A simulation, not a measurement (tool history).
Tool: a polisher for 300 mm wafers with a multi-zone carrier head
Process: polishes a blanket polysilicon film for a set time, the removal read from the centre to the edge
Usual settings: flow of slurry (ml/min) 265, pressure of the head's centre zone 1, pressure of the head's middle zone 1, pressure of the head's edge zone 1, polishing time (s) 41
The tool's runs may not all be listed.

| run | hour | flow of slurry (ml/min) | pressure of the head's centre zone | pressure of the head's middle zone | pressure of the head's edge zone | polishing time (s) | incoming thickness of the incoming film, nm | film removed at the wafer's centre (Å) | film removed at mid-radius (Å) | film removed at the wafer's edge (Å) |
|---|---|---|---|---|---|---|---|---|---|---|
| 1 | 0 | 265 | 1 | 1 | 1 | 47 | 1308.5 | 3031 | 2931 | 3091 |
|  | 37.2 | edge zone pressure recalibrated |
| 2 | 40.5 | 265 | 1 | 1 | 1 | 47 | 1319.6 | 2885 | 2884 | 3053 |
| 3 | 108.2 | 265 | 1 | 1 | 1 | 41 | 1299.3 | 2530 | 2507 | 2641 |
| 4 | 143.2 | 265 | 1 | 1 | 1 | 41 | 1307.2 | 2501 | 2485 | 2566 |
| 5 | 194.2 | 265 | 1 | 1 | 1 | 41 | 1283.4 | 2475 | 2446 | 2591 |
|  | 204.5 | centre zone pressure recalibrated |
|  | 242.9 | slurry nozzle cleaned |
| 6 | 244.2 | 265 | 1 | 1 | 1 | 41 | 1314.5 | 2426 | 2418 | 2584 |
|  | 275.6 | worn pad replaced by a new one |
| 7 | 281.5 | 265 | 1 | 1 | 1 | 41 | 1335.1 | 2335 | 2305 | 2453 |
| 8 | 344.4 | 265 | 1 | 1 | 1 | 41 | 1315.2 | 2245 | 2273 | 2405 |
|  | 374.9 | edge zone pressure recalibrated |
|  | 429 | carrier head's membrane replaced by a new one |
|  | 495.3 | worn pad replaced by a new one, repeated, since the last time left the tool worse |
| 9 | 542.4 | 265 | 1 | 1 | 1 | 41 | 1332.3 | 2559 | 2563 | 2720 |
| 10 | 594 | 265 | 1 | 1 | 1 | 47 | 1328 | 3028 | 2858 | 3096 |
| 11 | 652.3 | 170 | 1 | 1 | 1 | 47 | 1293 | 2621 | 2676 | 2797 |
| 12 | 683.7 | 265 | 1.07 | 1 | 1 | 41 | 1300 | 2738 | 2490 | 2634 |
|  | 719.6 | slurry nozzle cleaned |
|  | 723.8 | edge zone pressure recalibrated |
|  | 749 | worn pad replaced by a new one |
| 13 | 753.3 | 265 | 0.88 | 1 | 1 | 32 | 1318 | 1769 | 2035 | 2111 |
| 14 | 820.1 | 265 | 1 | 1 | 1 | 41 | 1295 | 2576 | 2553 | 2712 |
|  | 834.3 | centre zone pressure recalibrated |
| 15 | 877.5 | 230 | 0.94 | 1 | 1 | 41 | 1321.7 | 2358 | 2521 | 2608 |
| 16 | 922.9 | 265 | 1 | 0.93 | 1 | 33 | 1330.2 | 2046 | 1881 | 2111 |
| 17 | 964.9 | 300 | 1.1 | 1 | 1 | 41 | 1313.5 | 2819 | 2517 | 2656 |
| 18 | 998.4 | 265 | 1 | 1 | 1 | 41 | 1312.3 | 2402 | 2428 | 2670 |
|  | 1035.3 | worn pad replaced by a new one |
| 19 | 1046.4 | 340 | 1 | 1.04 | 1.06 | 41 | 1298.7 | 2668 | 2698 | 2774 |
|  | 1074.3 | edge zone pressure recalibrated |
| 20 | 1074.8 | 265 | 1 | 0.96 | 1 | 41 | 1312.4 | 2555 | 2492 | 2713 |
| 21 | 1097.8 | 295 | 1 | 1 | 0.97 | 51 | 1315.5 | 3251 | 3155 | 3403 |
| 22 | 1166.2 | 265 | 1 | 1 | 1 | 41 | 1298 | 2462 | 2548 | 2678 |
|  | 1198.1 | slurry nozzle cleaned |
| 23 | 1242.7 | 265 | 1 | 1 | 1 | 41 | 1329 | 2477 | 2446 | 2559 |

3 options for the next run, each taken on its own from the tool as it stands now. Forecast them:
| A | 1243.1 | 265 | 1 | 1 | 1 | 41 | 1302.6 | ? | ? | ? |
| B | 1243.1 | 265 | 1.06 | 1 | 1 | 55 | 1302.6 | ? | ? | ? |
| C | 1243.1 | 265 | 0.95 | 1 | 1 | 41 | 1302.6 | ? | ? | ? |

| run | film removed at the wafer's centre (Å) | film removed at mid-radius (Å) | film removed at the wafer's edge (Å) |
|---|---|---|---|
| A | 2501 | 2482 | 2532 |
| B | 3546 | 3329 | 3397 |
| C | 2382 | 2483 | 2532 |
Without the tool's hidden state the same runs would have given:
| run | film removed at the wafer's centre (Å) | film removed at mid-radius (Å) | film removed at the wafer's edge (Å) |
|---|---|---|---|
| A | 2618 | 2599 | 2651 |
| B | 3712 | 3485 | 3557 |
| C | 2494 | 2600 | 2651 |
